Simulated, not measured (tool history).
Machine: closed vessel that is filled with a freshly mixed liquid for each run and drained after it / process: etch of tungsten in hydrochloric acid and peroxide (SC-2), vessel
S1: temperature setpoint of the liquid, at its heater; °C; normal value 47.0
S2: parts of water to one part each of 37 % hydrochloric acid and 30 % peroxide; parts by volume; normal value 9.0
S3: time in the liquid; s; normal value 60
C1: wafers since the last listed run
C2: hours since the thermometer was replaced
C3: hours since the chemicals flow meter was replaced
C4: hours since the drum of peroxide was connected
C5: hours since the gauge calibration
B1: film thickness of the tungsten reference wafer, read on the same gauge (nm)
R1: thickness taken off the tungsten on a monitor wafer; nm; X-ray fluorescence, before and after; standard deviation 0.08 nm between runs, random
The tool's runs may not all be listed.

{"run": 1, "hour": 0.0, "S1": 47.0, "S2": 9.0, "S3": 60, "C1": 0, "C2": 1729.1, "C3": 611.3, "C4": 314.0, "C5": 911.7, "B1": 60.01, "R1": 7.46}
{"run": 2, "hour": 59.5, "S1": 47.0, "S2": 7.0, "S3": 60, "C1": 7027, "C2": 1788.6, "C3": 670.8, "C4": 373.5, "C5": 971.2, "B1": 60.03, "R1": 9.05}
{"run": 3, "hour": 115.0, "S1": 43.5, "S2": 9.0, "S3": 60, "C1": 6555, "C2": 1844.1, "C3": 726.3, "C4": 429.0, "C5": 1026.7, "B1": 60.0, "R1": 5.78}
{"run": 4, "hour": 182.3, "S1": 43.5, "S2": 9.0, "S3": 60, "C1": 7948, "C2": 1911.4, "C3": 793.6, "C4": 496.3, "C5": 1094.0, "B1": 60.0, "R1": 5.72}
{"run": 5, "hour": 220.1, "S1": 47.0, "S2": 9.0, "S3": 40, "C1": 4464, "C2": 1949.2, "C3": 831.4, "C4": 534.1, "C5": 1131.8, "B1": 59.99, "R1": 4.84}
{"hour": 326.1, "done": "new drum of peroxide connected"}
{"run": 6, "hour": 408.7, "S1": 47.0, "S2": 9.0, "S3": 40, "C1": 22157, "C2": 2137.8, "C3": 1020.0, "C4": 82.6, "C5": 1320.4, "B1": 59.99, "R1": 4.65}
{"run": 7, "hour": 460.2, "S1": 47.0, "S2": 9.0, "S3": 60, "C1": 6082, "C2": 2189.3, "C3": 1071.5, "C4": 134.1, "C5": 1371.9, "B1": 59.98, "R1": 7.03}
{"run": 8, "hour": 504.9, "S1": 47.0, "S2": 9.0, "S3": 60, "C1": 5279, "C2": 2234.0, "C3": 1116.2, "C4": 178.8, "C5": 1416.6, "B1": 60.0, "R1": 7.0}
{"run": 9, "hour": 575.6, "S1": 44.0, "S2": 8.0, "S3": 60, "C1": 8350, "C2": 2304.7, "C3": 1186.9, "C4": 249.5, "C5": 1487.3, "B1": 60.02, "R1": 6.16}
{"run": 10, "hour": 616.2, "S1": 44.0, "S2": 8.0, "S3": 60, "C1": 4795, "C2": 2345.3, "C3": 1227.5, "C4": 290.1, "C5": 1527.9, "B1": 59.99, "R1": 6.14}
{"hour": 627.2, "done": "chemicals flow meter replaced"}
{"hour": 640.2, "done": "thermometer replaced"}
{"run": 11, "hour": 665.5, "S1": 50.5, "S2": 9.0, "S3": 60, "C1": 5586, "C2": 25.3, "C3": 38.3, "C4": 339.4, "C5": 1577.2, "B1": 60.0, "R1": 10.65}
{"run": 12, "hour": 701.8, "S1": 47.0, "S2": 11.0, "S3": 35, "C1": 4287, "C2": 61.6, "C3": 74.6, "C4": 375.7, "C5": 1613.5, "B1": 59.98, "R1": 4.18}
{"run": 13, "hour": 763.8, "S1": 47.0, "S2": 9.0, "S3": 60, "C1": 7322, "C2": 123.6, "C3": 136.6, "C4": 437.7, "C5": 1675.5, "B1": 59.96, "R1": 8.19}
{"run": 14, "hour": 817.9, "S1": 47.0, "S2": 9.0, "S3": 60, "C1": 6389, "C2": 177.7, "C3": 190.7, "C4": 491.8, "C5": 1729.6, "B1": 60.0, "R1": 8.16}
{"run": 15, "hour": 888.5, "S1": 47.0, "S2": 5.5, "S3": 60, "C1": 8338, "C2": 248.3, "C3": 261.3, "C4": 562.4, "C5": 1800.2, "B1": 60.03, "R1": 11.79}
{"run": 16, "hour": 922.1, "S1": 38.5, "S2": 11.5, "S3": 30, "C1": 3968, "C2": 281.9, "C3": 294.9, "C4": 596.0, "C5": 1833.8, "B1": 60.01, "R1": 1.83}
{"hour": 982.4, "done": "new drum of peroxide connected"}
{"run": 17, "hour": 992.5, "S1": 57.0, "S2": 7.5, "S3": 80, "C1": 8196, "C2": 352.3, "C3": 365.3, "C4": 10.1, "C5": 1904.2, "B1": 59.99, "R1": 23.97}
{"run": 18, "hour": 1016.7, "S1": 52.5, "S2": 12.5, "S3": 80, "C1": 2858, "C2": 376.5, "C3": 389.5, "C4": 34.3, "C5": 1928.4, "B1": 59.95, "R1": 11.9}
{"run": 19, "hour": 1053.0, "S1": 47.0, "S2": 9.0, "S3": 75, "C1": 4287, "C2": 412.8, "C3": 425.8, "C4": 70.6, "C5": 1964.7, "B1": 60.0, "R1": 10.03}
{"hour": 1078.4, "done": "gauge calibrated"}
{"run": 20, "hour": 1113.2, "S1": 39.0, "S2": 11.0, "S3": 60, "C1": 7110, "C2": 473.0, "C3": 486.0, "C4": 130.8, "C5": 34.8, "B1": 59.98, "R1": 3.82}
{"run": 21, "hour": 1137.8, "S1": 37.0, "S2": 9.0, "S3": 60, "C1": 2905, "C2": 497.6, "C3": 510.6, "C4": 155.4, "C5": 59.4, "B1": 60.01, "R1": 3.87}
{"run": 22, "hour": 1209.5, "S1": 47.0, "S2": 11.5, "S3": 35, "C1": 8468, "C2": 569.3, "C3": 582.3, "C4": 227.1, "C5": 131.1, "B1": 59.98, "R1": 3.7}
{"run": 23, "hour": 1239.9, "S1": 47.0, "S2": 9.0, "S3": 60, "C1": 3590, "C2": 599.7, "C3": 612.7, "C4": 257.5, "C5": 161.5, "B1": 59.98, "R1": 7.73}
{"run": 24, "hour": 1298.7, "S1": 47.0, "S2": 11.0, "S3": 60, "C1": 6944, "C2": 658.5, "C3": 671.5, "C4": 316.3, "C5": 220.3, "B1": 60.02, "R1": 6.44}
{"run": 25, "hour": 1339.1, "S1": 56.5, "S2": 9.0, "S3": 30, "C1": 4771, "C2": 698.9, "C3": 711.9, "C4": 356.7, "C5": 260.7, "B1": 60.0, "R1": 7.21}
{"run": 26, "hour": 1401.8, "S1": 47.0, "S2": 9.0, "S3": 60, "C1": 7405, "C2": 761.6, "C3": 774.6, "C4": 419.4, "C5": 323.4, "B1": 60.01, "R1": 7.71}
{"run": 27, "hour": 1439.8, "S1": 47.0, "S2": 9.0, "S3": 60, "C1": 4488, "C2": 799.6, "C3": 812.6, "C4": 457.4, "C5": 361.4, "B1": 59.98, "R1": 7.6}
{"run": 28, "hour": 1474.4, "S1": 53.0, "S2": 11.5, "S3": 80, "C1": 4086, "C2": 834.2, "C3": 847.2, "C4": 492.0, "C5": 396.0, "B1": 60.0, "R1": 12.21}
{"run": 29, "hour": 1502.5, "S1": 47.0, "S2": 9.0, "S3": 60, "C1": 3318, "C2": 862.3, "C3": 875.3, "C4": 520.1, "C5": 424.1, "B1": 60.0, "R1": 7.43}
{"run": 30, "hour": 1544.9, "S1": 37.5, "S2": 5.5, "S3": 35, "C1": 5007, "C2": 904.7, "C3": 917.7, "C4": 562.5, "C5": 466.5, "B1": 59.98, "R1": 3.28}

Describe how what the log doesn't record of the tool's condition differs between the last listed run preceding each entry between runs and the first listed run following it.
After run 5, before run 6: new drum of peroxide connected (hour 326.1)
  liquid colder than its thermometer reads (K): 1.51 -> 1.65; chemicals flow below the setpoint (%): 9.84 -> 11.8
  measured value less the no-hidden-state value, R1: -1.01 -> -1.12 nm
After run 10, before run 11: chemicals flow meter replaced (hour 627.2); thermometer replaced (hour 640.2)
  liquid colder than its thermometer reads (K): 1.81 -> 0.356; chemicals flow below the setpoint (%): 13.9 -> 2.36
  measured value less the no-hidden-state value, R1: -1.72 -> -0.47 nm
After run 16, before run 17: new drum of peroxide connected (hour 982.4)
  liquid colder than its thermometer reads (K): 0.546 -> 0.599; chemicals flow below the setpoint (%): 4.96 -> 5.68
  measured value less the no-hidden-state value, R1: -0.16 -> -2.12 nm
After run 19, before run 20: gauge calibrated (hour 1078.4)
  liquid colder than its thermometer reads (K): 0.643 -> 0.688; chemicals flow below the setpoint (%): 6.29 -> 6.91
  measured value less the no-hidden-state value, R1: -1.02 -> -0.45 nm

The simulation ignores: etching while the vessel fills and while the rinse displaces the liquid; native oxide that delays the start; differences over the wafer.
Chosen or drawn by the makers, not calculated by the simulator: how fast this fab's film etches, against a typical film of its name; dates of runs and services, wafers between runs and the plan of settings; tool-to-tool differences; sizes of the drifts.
